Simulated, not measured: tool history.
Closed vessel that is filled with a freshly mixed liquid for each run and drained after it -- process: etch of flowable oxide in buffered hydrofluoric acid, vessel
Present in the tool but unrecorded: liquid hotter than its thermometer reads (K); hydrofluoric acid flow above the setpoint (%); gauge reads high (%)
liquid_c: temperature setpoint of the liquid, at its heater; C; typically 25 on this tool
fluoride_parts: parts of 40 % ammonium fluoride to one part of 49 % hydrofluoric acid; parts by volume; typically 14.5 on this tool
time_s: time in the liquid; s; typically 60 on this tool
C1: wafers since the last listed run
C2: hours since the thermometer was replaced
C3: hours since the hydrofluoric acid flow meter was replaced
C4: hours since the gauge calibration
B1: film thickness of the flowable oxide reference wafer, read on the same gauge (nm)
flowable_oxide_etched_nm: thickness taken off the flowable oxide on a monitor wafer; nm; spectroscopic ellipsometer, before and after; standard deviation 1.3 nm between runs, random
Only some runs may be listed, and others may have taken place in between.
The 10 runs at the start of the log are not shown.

{"run": 11, "hour": 818.7, "liquid_c": 25, "fluoride_parts": 20.5, "time_s": 60, "C1": 7835, "C2": 217.2, "C3": 319.4, "C4": 1604.1, "B1": 130.03, "flowable_oxide_etched_nm": 141.81}
{"run": 12, "hour": 875.2, "liquid_c": 25, "fluoride_parts": 14.5, "time_s": 60, "C1": 6821, "C2": 273.7, "C3": 375.9, "C4": 1660.6, "B1": 129.99, "flowable_oxide_etched_nm": 197.23}
{"hour": 1058.4, "done": "gauge calibrated"}
{"run": 13, "hour": 1119.9, "liquid_c": 30, "fluoride_parts": 14.5, "time_s": 75, "C1": 29541, "C2": 518.4, "C3": 620.6, "C4": 61.5, "B1": 130.01, "flowable_oxide_etched_nm": 325.06}
{"run": 14, "hour": 1192.0, "liquid_c": 21.5, "fluoride_parts": 14.5, "time_s": 60, "C1": 8704, "C2": 590.5, "C3": 692.7, "C4": 133.6, "B1": 130, "flowable_oxide_etched_nm": 164.61}
{"run": 15, "hour": 1266.2, "liquid_c": 25, "fluoride_parts": 14.5, "time_s": 75, "C1": 8957, "C2": 664.7, "C3": 766.9, "C4": 207.8, "B1": 129.97, "flowable_oxide_etched_nm": 247.23}
{"run": 16, "hour": 1323.0, "liquid_c": 25, "fluoride_parts": 10, "time_s": 75, "C1": 6857, "C2": 721.5, "C3": 823.7, "C4": 264.6, "B1": 130.01, "flowable_oxide_etched_nm": 354.77}
{"run": 17, "hour": 1429.5, "liquid_c": 25, "fluoride_parts": 20.5, "time_s": 30, "C1": 12857, "C2": 828, "C3": 930.2, "C4": 371.1, "B1": 130.02, "flowable_oxide_etched_nm": 71.03}
{"run": 18, "hour": 1482.4, "liquid_c": 28, "fluoride_parts": 20, "time_s": 45, "C1": 6386, "C2": 880.9, "C3": 983.1, "C4": 424, "B1": 129.99, "flowable_oxide_etched_nm": 126.83}
{"hour": 1509.0, "done": "thermometer replaced"}
{"run": 19, "hour": 1522.6, "liquid_c": 21, "fluoride_parts": 17, "time_s": 85, "C1": 4732, "C2": 13.6, "C3": 1023.3, "C4": 464.2, "B1": 129.97, "flowable_oxide_etched_nm": 192.09}
{"run": 20, "hour": 1607.9, "liquid_c": 25, "fluoride_parts": 14.5, "time_s": 60, "C1": 10298, "C2": 98.9, "C3": 1108.6, "C4": 549.5, "B1": 130.03, "flowable_oxide_etched_nm": 200.23}
{"run": 21, "hour": 1655.7, "liquid_c": 28, "fluoride_parts": 12, "time_s": 80, "C1": 5770, "C2": 146.7, "C3": 1156.4, "C4": 597.3, "B1": 129.97, "flowable_oxide_etched_nm": 378.29}
{"run": 22, "hour": 1694.8, "liquid_c": 25, "fluoride_parts": 14.5, "time_s": 60, "C1": 4720, "C2": 185.8, "C3": 1195.5, "C4": 636.4, "B1": 129.96, "flowable_oxide_etched_nm": 197.89}
{"run": 23, "hour": 1829.5, "liquid_c": 22.5, "fluoride_parts": 14.5, "time_s": 30, "C1": 16261, "C2": 320.5, "C3": 1330.2, "C4": 771.1, "B1": 130.05, "flowable_oxide_etched_nm": 87.48}
{"run": 24, "hour": 1895.1, "liquid_c": 22.5, "fluoride_parts": 14.5, "time_s": 75, "C1": 7919, "C2": 386.1, "C3": 1395.8, "C4": 836.7, "B1": 130, "flowable_oxide_etched_nm": 218.31}
{"run": 25, "hour": 1936.7, "liquid_c": 25, "fluoride_parts": 11.5, "time_s": 60, "C1": 5022, "C2": 427.7, "C3": 1437.4, "C4": 878.3, "B1": 129.98, "flowable_oxide_etched_nm": 249.6}
{"run": 26, "hour": 1999.2, "liquid_c": 26.5, "fluoride_parts": 8.5, "time_s": 85, "C1": 7545, "C2": 490.2, "C3": 1499.9, "C4": 940.8, "B1": 130, "flowable_oxide_etched_nm": 504.72}
{"run": 27, "hour": 2070.8, "liquid_c": 25, "fluoride_parts": 14.5, "time_s": 60, "C1": 8644, "C2": 561.8, "C3": 1571.5, "C4": 1012.4, "B1": 130, "flowable_oxide_etched_nm": 201.14}
{"run": 28, "hour": 2156.0, "liquid_c": 29.5, "fluoride_parts": 12, "time_s": 45, "C1": 10285, "C2": 647, "C3": 1656.7, "C4": 1097.6, "B1": 130.03, "flowable_oxide_etched_nm": 227.76}
{"run": 29, "hour": 2211.5, "liquid_c": 25, "fluoride_parts": 14.5, "time_s": 60, "C1": 6700, "C2": 702.5, "C3": 1712.2, "C4": 1153.1, "B1": 130.02, "flowable_oxide_etched_nm": 200.4}
{"run": 30, "hour": 2305.1, "liquid_c": 23.5, "fluoride_parts": 14.5, "time_s": 60, "C1": 11300, "C2": 796.1, "C3": 1805.8, "C4": 1246.7, "B1": 130.03, "flowable_oxide_etched_nm": 185.52}
{"run": 31, "hour": 2360.9, "liquid_c": 26.5, "fluoride_parts": 17, "time_s": 50, "C1": 6736, "C2": 851.9, "C3": 1861.6, "C4": 1302.5, "B1": 130.02, "flowable_oxide_etched_nm": 154.69}
{"hour": 2447.8, "done": "hydrofluoric acid flow meter replaced"}
{"run": 32, "hour": 2456.3, "liquid_c": 20, "fluoride_parts": 14.5, "time_s": 70, "C1": 11396, "C2": 947.3, "C3": 8.5, "C4": 1397.9, "B1": 130.02, "flowable_oxide_etched_nm": 172.11}

Predict each of these 5 candidate next runs independently; none follows another, all start after run 32:
{"run": "A", "hour": 2457.0, "liquid_c": 25, "fluoride_parts": 14.5, "time_s": 60, "C1": 84, "C2": 948, "C3": 9.2, "C4": 1398.6, "B1": "?", "flowable_oxide_etched_nm": "?"}
{"run": "B", "hour": 2457.0, "liquid_c": 21, "fluoride_parts": 14.5, "time_s": 90, "C1": 84, "C2": 948, "C3": 9.2, "C4": 1398.6, "B1": "?", "flowable_oxide_etched_nm": "?"}
{"run": "C", "hour": 2457.0, "liquid_c": 28.5, "fluoride_parts": 19, "time_s": 35, "C1": 84, "C2": 948, "C3": 9.2, "C4": 1398.6, "B1": "?", "flowable_oxide_etched_nm": "?"}
{"run": "D", "hour": 2457.0, "liquid_c": 29.5, "fluoride_parts": 14.5, "time_s": 60, "C1": 84, "C2": 948, "C3": 9.2, "C4": 1398.6, "B1": "?", "flowable_oxide_etched_nm": "?"}
{"run": "E", "hour": 2457.0, "liquid_c": 25, "fluoride_parts": 17.5, "time_s": 50, "C1": 84, "C2": 948, "C3": 9.2, "C4": 1398.6, "B1": "?", "flowable_oxide_etched_nm": "?"}

run=A B1=130.02 flowable_oxide_etched_nm=193.75
run=B B1=130.02 flowable_oxide_etched_nm=233.27
run=C B1=130.02 flowable_oxide_etched_nm=104.58
run=D B1=130.02 flowable_oxide_etched_nm=246.48
run=E B1=130.02 flowable_oxide_etched_nm=134.21
Without the tool's hidden state the same runs would have given:
run=A flowable_oxide_etched_nm=193.24
run=B flowable_oxide_etched_nm=232.65
run=C flowable_oxide_etched_nm=104.3
run=D flowable_oxide_etched_nm=245.83
run=E flowable_oxide_etched_nm=133.85
